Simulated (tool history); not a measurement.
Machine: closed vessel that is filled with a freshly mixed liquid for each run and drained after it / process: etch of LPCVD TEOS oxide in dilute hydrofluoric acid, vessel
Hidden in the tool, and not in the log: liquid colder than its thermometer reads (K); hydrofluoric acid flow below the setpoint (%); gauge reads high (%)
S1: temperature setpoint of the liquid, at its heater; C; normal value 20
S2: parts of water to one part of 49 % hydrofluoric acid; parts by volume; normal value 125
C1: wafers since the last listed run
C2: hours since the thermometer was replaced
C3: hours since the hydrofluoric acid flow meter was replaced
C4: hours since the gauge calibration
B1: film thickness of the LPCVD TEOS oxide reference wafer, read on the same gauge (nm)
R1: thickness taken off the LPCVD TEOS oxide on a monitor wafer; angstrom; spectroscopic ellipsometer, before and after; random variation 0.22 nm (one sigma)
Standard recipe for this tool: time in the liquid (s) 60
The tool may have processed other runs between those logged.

{"run": 1, "day": 0.0, "S1": 20, "S2": 125, "time in the liquid (s)": 60, "C1": 0, "C2": 1259.5, "C3": 110, "C4": 1106, "B1": 120, "R1": 245.9}
{"run": 2, "day": 2.167, "S1": 20, "S2": 125, "time in the liquid (s)": 60, "C1": 3588, "C2": 1311.5, "C3": 162, "C4": 1158, "B1": 120.01, "R1": 245}
{"run": 3, "day": 4.938, "S1": 20, "S2": 125, "time in the liquid (s)": 60, "C1": 4589, "C2": 1378, "C3": 228.5, "C4": 1224.5, "B1": 120.01, "R1": 244.1}
{"run": 4, "day": 6.271, "S1": 20, "S2": 125, "time in the liquid (s)": 60, "C1": 2208, "C2": 1410, "C3": 260.5, "C4": 1256.5, "B1": 119.99, "R1": 245.2}
{"run": 5, "day": 7.483, "S1": 20, "S2": 125, "time in the liquid (s)": 60, "C1": 2008, "C2": 1439.1, "C3": 289.6, "C4": 1285.6, "B1": 120, "R1": 243.3}
{"run": 6, "day": 9.458, "S1": 20, "S2": 125, "time in the liquid (s)": 60, "C1": 3271, "C2": 1486.5, "C3": 337, "C4": 1333, "B1": 120, "R1": 241.6}
{"run": 7, "day": 11.075, "S1": 20, "S2": 125, "time in the liquid (s)": 60, "C1": 2677, "C2": 1525.3, "C3": 375.8, "C4": 1371.8, "B1": 119.98, "R1": 245.8}
{"run": 8, "day": 13.454, "S1": 23, "S2": 125, "time in the liquid (s)": 60, "C1": 3940, "C2": 1582.4, "C3": 432.9, "C4": 1428.9, "B1": 120.02, "R1": 273.1}
{"day": 14.1, "done": "hydrofluoric acid flow meter replaced"}
{"run": 9, "day": 16.338, "S1": 23, "S2": 125, "time in the liquid (s)": 60, "C1": 4706, "C2": 1651.6, "C3": 53.7, "C4": 1498.1, "B1": 119.99, "R1": 272.1}
{"run": 10, "day": 18.512, "S1": 20, "S2": 145, "time in the liquid (s)": 60, "C1": 3602, "C2": 1703.8, "C3": 105.9, "C4": 1550.3, "B1": 120.01, "R1": 203.5}
{"run": 11, "day": 19.892, "S1": 21.5, "S2": 160, "time in the liquid (s)": 60, "C1": 2284, "C2": 1736.9, "C3": 139, "C4": 1583.4, "B1": 119.99, "R1": 193.8}
{"day": 20.642, "done": "thermometer replaced"}
{"run": 12, "day": 20.967, "S1": 20, "S2": 125, "time in the liquid (s)": 60, "C1": 1711, "C2": 7.8, "C3": 164.8, "C4": 1609.2, "B1": 120.03, "R1": 244.5}
{"run": 13, "day": 23.15, "S1": 17, "S2": 125, "time in the liquid (s)": 45, "C1": 3616, "C2": 60.2, "C3": 217.2, "C4": 1661.6, "B1": 120.01, "R1": 160.8}
{"run": 14, "day": 24.458, "S1": 24, "S2": 125, "time in the liquid (s)": 60, "C1": 2166, "C2": 91.6, "C3": 248.6, "C4": 1693, "B1": 119.99, "R1": 286.9}
{"run": 15, "day": 26.438, "S1": 18, "S2": 80, "time in the liquid (s)": 60, "C1": 3278, "C2": 139.1, "C3": 296.1, "C4": 1740.5, "B1": 120, "R1": 363.4}
{"run": 16, "day": 29.429, "S1": 17, "S2": 160, "time in the liquid (s)": 75, "C1": 4954, "C2": 210.9, "C3": 367.9, "C4": 1812.3, "B1": 120, "R1": 204}
{"run": 17, "day": 30.862, "S1": 20, "S2": 125, "time in the liquid (s)": 70, "C1": 2373, "C2": 245.3, "C3": 402.3, "C4": 1846.7, "B1": 120, "R1": 285}
{"day": 31.825, "done": "hydrofluoric acid flow meter replaced"}
{"run": 18, "day": 37.175, "S1": 17, "S2": 180, "time in the liquid (s)": 90, "C1": 10386, "C2": 396.8, "C3": 128.4, "C4": 1998.2, "B1": 119.99, "R1": 212.4}
{"run": 19, "day": 39.038, "S1": 20, "S2": 125, "time in the liquid (s)": 60, "C1": 3084, "C2": 441.5, "C3": 173.1, "C4": 2042.9, "B1": 120, "R1": 244.2}
{"run": 20, "day": 41.858, "S1": 18, "S2": 170, "time in the liquid (s)": 40, "C1": 4672, "C2": 509.2, "C3": 240.8, "C4": 2110.6, "B1": 120.01, "R1": 105.1}
{"run": 21, "day": 44.492, "S1": 17.5, "S2": 125, "time in the liquid (s)": 70, "C1": 4361, "C2": 572.4, "C3": 304, "C4": 2173.8, "B1": 119.99, "R1": 254.5}
{"run": 22, "day": 45.638, "S1": 20, "S2": 125, "time in the liquid (s)": 60, "C1": 1897, "C2": 599.9, "C3": 331.5, "C4": 2201.3, "B1": 120.01, "R1": 244.6}
{"run": 23, "day": 47.108, "S1": 23.5, "S2": 125, "time in the liquid (s)": 60, "C1": 2436, "C2": 635.2, "C3": 366.8, "C4": 2236.6, "B1": 119.99, "R1": 278.4}
{"run": 24, "day": 48.2, "S1": 17, "S2": 165, "time in the liquid (s)": 60, "C1": 1808, "C2": 661.4, "C3": 393, "C4": 2262.8, "B1": 119.99, "R1": 158.2}
{"day": 48.2, "done": "gauge calibrated"}
{"day": 49.354, "done": "hydrofluoric acid flow meter replaced"}
{"run": 25, "day": 53.071, "S1": 21.5, "S2": 180, "time in the liquid (s)": 35, "C1": 7998, "C2": 778.3, "C3": 89.2, "C4": 116.9, "B1": 120, "R1": 99}
{"run": 26, "day": 54.358, "S1": 17, "S2": 125, "time in the liquid (s)": 45, "C1": 2132, "C2": 809.2, "C3": 120.1, "C4": 147.8, "B1": 120, "R1": 161.2}
{"run": 27, "day": 56.583, "S1": 17.5, "S2": 100, "time in the liquid (s)": 50, "C1": 3685, "C2": 862.6, "C3": 173.5, "C4": 201.2, "B1": 120.01, "R1": 236.4}
{"run": 28, "day": 59.004, "S1": 20, "S2": 85, "time in the liquid (s)": 60, "C1": 4009, "C2": 920.7, "C3": 231.6, "C4": 259.3, "B1": 120, "R1": 374.2}

Predict the results of run 29:
{"run": 29, "day": 64.646, "S1": 17, "S2": 125, "time in the liquid (s)": 80, "C1": 9344, "C2": 1056.1, "C3": 367, "C4": 394.7, "B1": "?", "R1": "?"}

B1: 120.01
R1: 284.1 angstrom
The same run, on a tool lacking any hidden state, would have yielded R1 284.1 angstrom.
